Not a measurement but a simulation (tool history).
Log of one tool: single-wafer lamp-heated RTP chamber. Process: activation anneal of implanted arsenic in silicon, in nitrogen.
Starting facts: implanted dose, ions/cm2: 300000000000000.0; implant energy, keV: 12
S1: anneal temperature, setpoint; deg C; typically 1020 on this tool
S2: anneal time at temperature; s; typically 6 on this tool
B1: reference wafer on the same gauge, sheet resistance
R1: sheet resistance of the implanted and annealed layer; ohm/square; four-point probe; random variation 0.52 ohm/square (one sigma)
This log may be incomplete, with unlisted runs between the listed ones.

run,day,S1,S2,B1,R1
1,0.000,1020,6,391.86,345.62
2,1.196,1020,6,391.95,345.59
3,4.108,1020,7,391.98,343.82
# day 5.821: pyrometer window cleaned and pyrometer calibrated
# day 6.033: reflector plate cleaned
4,6.054,1020,6,391.98,345.09
5,7.412,1020,6,391.89,346.54
6,9.258,1020,6,391.99,345.51
7,11.696,1020,5,392.04,346.68
8,14.054,1020,5,391.85,346.15
9,16.846,1020,5,392.04,345.39
# day 17.746: pyrometer window cleaned and pyrometer calibrated
10,18.138,1020,6,392.11,345.64
11,20.154,1004,6,391.86,348.01
12,21.854,1004,6,391.97,347.52
13,23.579,1007,6,392.04,346.95
14,25.071,1039,4,391.90,345.93
15,27.479,1020,6,392.12,345.12
# day 28.475: reflector plate cleaned
16,28.496,994,8,392.02,345.84
# day 29.183: pyrometer window cleaned and pyrometer calibrated
# day 30.671: gauge calibrated
17,36.325,1041,6,392.04,342.72
18,38.196,1046,5,392.07,342.37
19,40.258,1047,9,392.08,337.15
# day 42.046: pyrometer window cleaned and pyrometer calibrated
20,48.529,1044,9,391.90,339.33
# day 49.650: reflector plate cleaned
21,50.004,1049,4,392.05,343.16
# day 53.521: pyrometer window cleaned and pyrometer calibrated
22,55.196,1020,6,392.22,345.76
23,56.975,1006,4,392.05,349.66
24,58.629,991,6,391.85,349.35
25,64.900,1020,6,392.00,344.20

Predict each of these 5 candidate next runs independently; none follows another, all start after run 25:
A,64.917,1003,6,?,?
B,64.917,1046,3,?,?
C,64.917,1002,9,?,?
D,64.917,1020,8,?,?
E,64.917,991,9,?,?

run,B1,R1
A,392.04,346.45
B,392.04,344.92
C,392.04,344.03
D,392.04,342.01
E,392.04,345.61
Take away the tool's hidden state, keep each run's random variation, and the runs would have read:
run,R1
A,348.12
B,346.62
C,345.80
D,343.96
E,347.28

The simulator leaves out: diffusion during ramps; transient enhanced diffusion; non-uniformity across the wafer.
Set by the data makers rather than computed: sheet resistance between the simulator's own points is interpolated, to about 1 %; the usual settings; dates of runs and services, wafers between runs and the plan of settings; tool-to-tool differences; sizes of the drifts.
